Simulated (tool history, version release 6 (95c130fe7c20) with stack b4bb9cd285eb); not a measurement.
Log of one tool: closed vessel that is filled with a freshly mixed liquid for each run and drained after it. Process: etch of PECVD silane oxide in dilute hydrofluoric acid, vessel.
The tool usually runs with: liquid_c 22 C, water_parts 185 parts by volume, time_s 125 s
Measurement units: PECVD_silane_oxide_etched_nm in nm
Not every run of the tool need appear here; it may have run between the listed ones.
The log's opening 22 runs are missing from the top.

run   hour  liquid_c  water_parts  time_s  wafers since the last listed run  hours since the thermometer was replaced  hours since the hydrofluoric acid flow meter was replaced  hours since the gauge calibration  read-back film thickness of the PECVD silane oxide reference wafer, read on the same gauge (nm)  PECVD_silane_oxide_etched_nm
 23  303.9        22          150      95                              1502                                     187.1                                                      132.3                              112.8                                                                                            90.04                         29.33
 24  314.1        20          100     105                              1015                                     197.3                                                      142.5                                123                                                                                            90.02                         47.09
 25    322        22          185     125                               786                                     205.2                                                      150.4                              130.9                                                                                            90.02                         30.03
 26  331.9        22          185     125                               985                                     215.1                                                      160.3                              140.8                                                                                            90.02                         30.05
 27  342.3      18.5          185     125                              1035                                     225.5                                                      170.7                              151.2                                                                                            90.01                         26.29
 28  357.7      24.5          185      95                              1532                                     240.9                                                      186.1                              166.6                                                                                            90.01                         24.99
 29    372        24          260      70                              1423                                     255.2                                                      200.4                              180.9                                                                                            89.98                         11.78
 30  385.9        22          185     125                              1383                                     269.1                                                      214.3                              194.8                                                                                            89.96                         29.77
 31  403.1      17.5          185     125                              1711                                     286.3                                                      231.5                                212                                                                                            89.98                         24.87
 32  418.6      17.5          160      55                              1542                                     301.8                                                        247                              227.5                                                                                            90.03                         12.94
 33  436.6        22          185     125                              1791                                     319.8                                                        265                              245.5                                                                                            90.06                         29.64
 34  446.2        25          185     125                               955                                     329.4                                                      274.6                              255.1                                                                                               90                          33.1

3 options for the next run, each taken on its own from the tool as it stands now. Forecast them:
  A  446.9        22          260     125                                69                                     330.1                                                      275.3                              255.8                                                                                                ?                             ?
  B  446.9        24           95     180                                69                                     330.1                                                      275.3                              255.8                                                                                                ?                             ?
  C  446.9      25.5          185     125                                69                                     330.1                                                      275.3                              255.8                                                                                                ?                             ?

run  read-back film thickness of the PECVD silane oxide reference wafer, read on the same gauge (nm)  PECVD_silane_oxide_etched_nm
  A                                                                                            89.99                         19.37
  B                                                                                            89.99                         99.06
  C                                                                                            89.99                         33.52
Without the tool's hidden state the same runs would have given:
run  PECVD_silane_oxide_etched_nm
  A                         20.36
  B                        103.59
  C                         35.18
